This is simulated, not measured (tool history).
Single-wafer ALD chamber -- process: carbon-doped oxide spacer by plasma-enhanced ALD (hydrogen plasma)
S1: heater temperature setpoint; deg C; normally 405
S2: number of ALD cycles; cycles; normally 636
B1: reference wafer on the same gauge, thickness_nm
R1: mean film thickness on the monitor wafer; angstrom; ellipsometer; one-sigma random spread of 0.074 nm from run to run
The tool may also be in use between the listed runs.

run 1 hour=0.0 | S1=405 S2=725 | B1=34.471 | R1=331.07
run 2 hour=15.0 | S1=405 S2=725 | B1=34.504 | R1=332.96
run 3 hour=25.6 | S1=405 S2=585 | B1=34.514 | R1=266.54
run 4 hour=43.0 | S1=405 S2=585 | B1=34.458 | R1=268.29
run 5 hour=57.1 | S1=405 S2=585 | B1=34.506 | R1=266.89
run 6 hour=70.1 | S1=417 S2=669 | B1=34.480 | R1=295.55
run 7 hour=84.6 | S1=417 S2=669 | B1=34.516 | R1=296.51
run 8 hour=96.6 | S1=405 S2=557 | B1=34.477 | R1=254.64
run 9 hour=106.8 | S1=405 S2=557 | B1=34.514 | R1=253.40
run 10 hour=113.9 | S1=405 S2=557 | B1=34.513 | R1=255.18
run 11 hour=121.7 | S1=405 S2=636 | B1=34.471 | R1=290.63
run 12 hour=136.7 | S1=405 S2=636 | B1=34.536 | R1=291.13
run 13 hour=150.1 | S1=397 S2=636 | B1=34.525 | R1=297.79
run 14 hour=159.6 | S1=397 S2=636 | B1=34.496 | R1=298.39
run 15 hour=167.8 | S1=399 S2=636 | B1=34.536 | R1=296.63
run 16 hour=185.5 | S1=399 S2=636 | B1=34.535 | R1=295.11
run 17 hour=199.6 | S1=405 S2=636 | B1=34.541 | R1=291.64
run 18 hour=207.6 | S1=405 S2=636 | B1=34.525 | R1=290.65
run 19 hour=234.9 | S1=405 S2=636 | B1=34.445 | R1=289.60
run 20 hour=244.7 | S1=405 S2=636 | B1=34.496 | R1=291.08
-- hour=251.3 gauge calibrated
run 21 hour=254.4 | S1=405 S2=605 | B1=34.522 | R1=276.88
run 22 hour=265.2 | S1=405 S2=605 | B1=34.494 | R1=275.91
run 23 hour=281.9 | S1=405 S2=605 | B1=34.479 | R1=276.25
run 24 hour=294.9 | S1=405 S2=636 | B1=34.479 | R1=291.86
run 25 hour=301.3 | S1=419 S2=567 | B1=34.498 | R1=249.04
run 26 hour=312.7 | S1=405 S2=636 | B1=34.472 | R1=290.18
run 27 hour=326.7 | S1=415 S2=695 | B1=34.518 | R1=309.61
run 28 hour=337.2 | S1=420 S2=708 | B1=34.479 | R1=309.48
run 29 hour=352.2 | S1=394 S2=636 | B1=34.501 | R1=300.42
run 30 hour=365.5 | S1=405 S2=689 | B1=34.500 | R1=314.23
run 31 hour=378.9 | S1=394 S2=530 | B1=34.496 | R1=249.83
run 32 hour=394.9 | S1=405 S2=636 | B1=34.458 | R1=290.26
-- hour=409.5 thermocouple changed; heater temperature recalibrated
run 33 hour=410.0 | S1=405 S2=710 | B1=34.482 | R1=328.00
run 34 hour=421.0 | S1=420 S2=522 | B1=34.479 | R1=232.41

Estimate the outcome of run 35 from the log above:
run 35 hour=435.8 | S1=409 S2=710 | B1=? | R1=?

Run 35 came out at B1 34.471, R1 327.15 angstrom.
Were there no unlogged condition in the tool, this run, its random variation unchanged, would have produced R1 327.44 angstrom.
